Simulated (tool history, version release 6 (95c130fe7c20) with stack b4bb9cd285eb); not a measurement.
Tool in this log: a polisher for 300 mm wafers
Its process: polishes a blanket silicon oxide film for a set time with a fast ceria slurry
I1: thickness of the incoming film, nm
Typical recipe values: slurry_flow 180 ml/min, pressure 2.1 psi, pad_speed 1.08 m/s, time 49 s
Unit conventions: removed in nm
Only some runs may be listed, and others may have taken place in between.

{"run": 1, "hour": 0.0, "slurry_flow": 180, "pressure": 2.1, "pad_speed": 1.08, "time": 49, "I1": 2310.2, "removed": 679.0}
{"run": 2, "hour": 15.9, "slurry_flow": 210, "pressure": 2.1, "pad_speed": 1.08, "time": 38, "I1": 2363.3, "removed": 528.4}
{"run": 3, "hour": 25.6, "slurry_flow": 210, "pressure": 2.1, "pad_speed": 1.08, "time": 38, "I1": 2349.3, "removed": 530.9}
{"run": 4, "hour": 37.7, "slurry_flow": 210, "pressure": 2.1, "pad_speed": 1.08, "time": 38, "I1": 2299.2, "removed": 529.3}
{"run": 5, "hour": 50.6, "slurry_flow": 180, "pressure": 2.1, "pad_speed": 1.08, "time": 49, "I1": 2355.1, "removed": 664.0}
{"hour": 55.5, "done": "worn pad replaced by a new one"}
{"hour": 56.5, "done": "slurry nozzle cleaned"}
{"run": 6, "hour": 57.7, "slurry_flow": 180, "pressure": 2.1, "pad_speed": 1.08, "time": 49, "I1": 2273.4, "removed": 706.8}
{"run": 7, "hour": 69.4, "slurry_flow": 180, "pressure": 2.1, "pad_speed": 1.08, "time": 49, "I1": 2329.5, "removed": 691.8}
{"run": 8, "hour": 84.6, "slurry_flow": 180, "pressure": 2.1, "pad_speed": 1.08, "time": 49, "I1": 2278.8, "removed": 679.2}
{"run": 9, "hour": 97.0, "slurry_flow": 180, "pressure": 2.1, "pad_speed": 1.08, "time": 49, "I1": 2362.0, "removed": 678.5}
{"run": 10, "hour": 109.7, "slurry_flow": 180, "pressure": 2.1, "pad_speed": 1.08, "time": 49, "I1": 2301.6, "removed": 682.1}
{"run": 11, "hour": 116.0, "slurry_flow": 180, "pressure": 2.1, "pad_speed": 1.08, "time": 49, "I1": 2289.4, "removed": 671.3}
{"run": 12, "hour": 127.1, "slurry_flow": 180, "pressure": 2.1, "pad_speed": 1.08, "time": 49, "I1": 2343.2, "removed": 667.6}
{"hour": 143.3, "done": "head pressure recalibrated"}
{"run": 13, "hour": 143.8, "slurry_flow": 180, "pressure": 2.1, "pad_speed": 1.08, "time": 49, "I1": 2326.0, "removed": 664.6}
{"run": 14, "hour": 154.7, "slurry_flow": 180, "pressure": 2.1, "pad_speed": 1.08, "time": 49, "I1": 2298.1, "removed": 672.7}
{"run": 15, "hour": 172.5, "slurry_flow": 180, "pressure": 2.1, "pad_speed": 1.08, "time": 49, "I1": 2343.7, "removed": 674.3}
{"hour": 181.7, "done": "worn pad replaced by a new one"}
{"run": 16, "hour": 182.1, "slurry_flow": 180, "pressure": 2.1, "pad_speed": 1.24, "time": 49, "I1": 2354.7, "removed": 813.3}
{"run": 17, "hour": 192.2, "slurry_flow": 150, "pressure": 2.1, "pad_speed": 0.72, "time": 49, "I1": 2313.2, "removed": 450.6}
{"run": 18, "hour": 207.3, "slurry_flow": 180, "pressure": 2.1, "pad_speed": 1.08, "time": 49, "I1": 2326.1, "removed": 687.6}
{"run": 19, "hour": 213.3, "slurry_flow": 180, "pressure": 1.8, "pad_speed": 1.08, "time": 49, "I1": 2300.4, "removed": 589.1}
{"run": 20, "hour": 224.5, "slurry_flow": 180, "pressure": 1.4, "pad_speed": 1.3, "time": 61, "I1": 2330.2, "removed": 688.4}
{"run": 21, "hour": 241.8, "slurry_flow": 160, "pressure": 1.4, "pad_speed": 1.08, "time": 65, "I1": 2345.3, "removed": 589.4}
{"run": 22, "hour": 251.3, "slurry_flow": 180, "pressure": 2.1, "pad_speed": 1.08, "time": 49, "I1": 2285.2, "removed": 679.7}
{"run": 23, "hour": 267.5, "slurry_flow": 180, "pressure": 1.7, "pad_speed": 1.32, "time": 49, "I1": 2349.1, "removed": 660.8}
{"hour": 281.9, "done": "worn pad replaced by a new one"}
{"run": 24, "hour": 283.3, "slurry_flow": 180, "pressure": 2.1, "pad_speed": 1.08, "time": 58, "I1": 2312.2, "removed": 832.3}
{"run": 25, "hour": 291.0, "slurry_flow": 240, "pressure": 2.7, "pad_speed": 1.38, "time": 38, "I1": 2355.7, "removed": 922.4}
{"run": 26, "hour": 300.1, "slurry_flow": 215, "pressure": 2.1, "pad_speed": 1.08, "time": 49, "I1": 2316.6, "removed": 709.2}
{"hour": 304.1, "done": "slurry nozzle cleaned"}
{"run": 27, "hour": 315.6, "slurry_flow": 215, "pressure": 2.7, "pad_speed": 1.08, "time": 49, "I1": 2300.5, "removed": 907.8}
{"run": 28, "hour": 326.5, "slurry_flow": 180, "pressure": 2.1, "pad_speed": 1.08, "time": 49, "I1": 2347.1, "removed": 683.1}
{"run": 29, "hour": 343.7, "slurry_flow": 230, "pressure": 2.1, "pad_speed": 0.9, "time": 65, "I1": 2344.4, "removed": 779.5}
{"run": 30, "hour": 359.9, "slurry_flow": 150, "pressure": 1.9, "pad_speed": 0.92, "time": 49, "I1": 2335.6, "removed": 505.1}
{"run": 31, "hour": 376.6, "slurry_flow": 180, "pressure": 2.1, "pad_speed": 1.08, "time": 49, "I1": 2304.9, "removed": 671.2}
{"run": 32, "hour": 393.4, "slurry_flow": 200, "pressure": 2.1, "pad_speed": 1.08, "time": 49, "I1": 2353.7, "removed": 682.5}
{"hour": 398.8, "done": "worn pad replaced by a new one"}
{"run": 33, "hour": 407.0, "slurry_flow": 230, "pressure": 2.1, "pad_speed": 1.08, "time": 58, "I1": 2369.0, "removed": 855.3}
{"run": 34, "hour": 417.1, "slurry_flow": 180, "pressure": 2.7, "pad_speed": 1.08, "time": 53, "I1": 2318.6, "removed": 958.3}
{"run": 35, "hour": 427.8, "slurry_flow": 180, "pressure": 2.1, "pad_speed": 1.08, "time": 49, "I1": 2317.7, "removed": 675.5}
{"run": 36, "hour": 436.6, "slurry_flow": 200, "pressure": 1.8, "pad_speed": 0.74, "time": 44, "I1": 2373.9, "removed": 362.4}
{"run": 37, "hour": 444.4, "slurry_flow": 220, "pressure": 2.7, "pad_speed": 0.76, "time": 43, "I1": 2338.8, "removed": 552.7}
{"run": 38, "hour": 451.9, "slurry_flow": 165, "pressure": 1.5, "pad_speed": 1.32, "time": 38, "I1": 2315.7, "removed": 450.9}

Branching from run 38: 3 alternative next runs. What would each branch give?
{"run": "A", "hour": 452.3, "slurry_flow": 180, "pressure": 2.1, "pad_speed": 1.08, "time": 49, "I1": 2312.9, "removed": "?"}
{"run": "B", "hour": 452.3, "slurry_flow": 205, "pressure": 1.9, "pad_speed": 1.38, "time": 62, "I1": 2312.9, "removed": "?"}
{"run": "C", "hour": 452.3, "slurry_flow": 135, "pressure": 1.6, "pad_speed": 1.08, "time": 49, "I1": 2312.9, "removed": "?"}

run=A removed=674.4
run=B removed=1005.2
run=C removed=487.9
Take away the tool's hidden state, keep each run's random variation, and the runs would have read:
run=A removed=707.7
run=B removed=1054.9
run=C removed=512.0
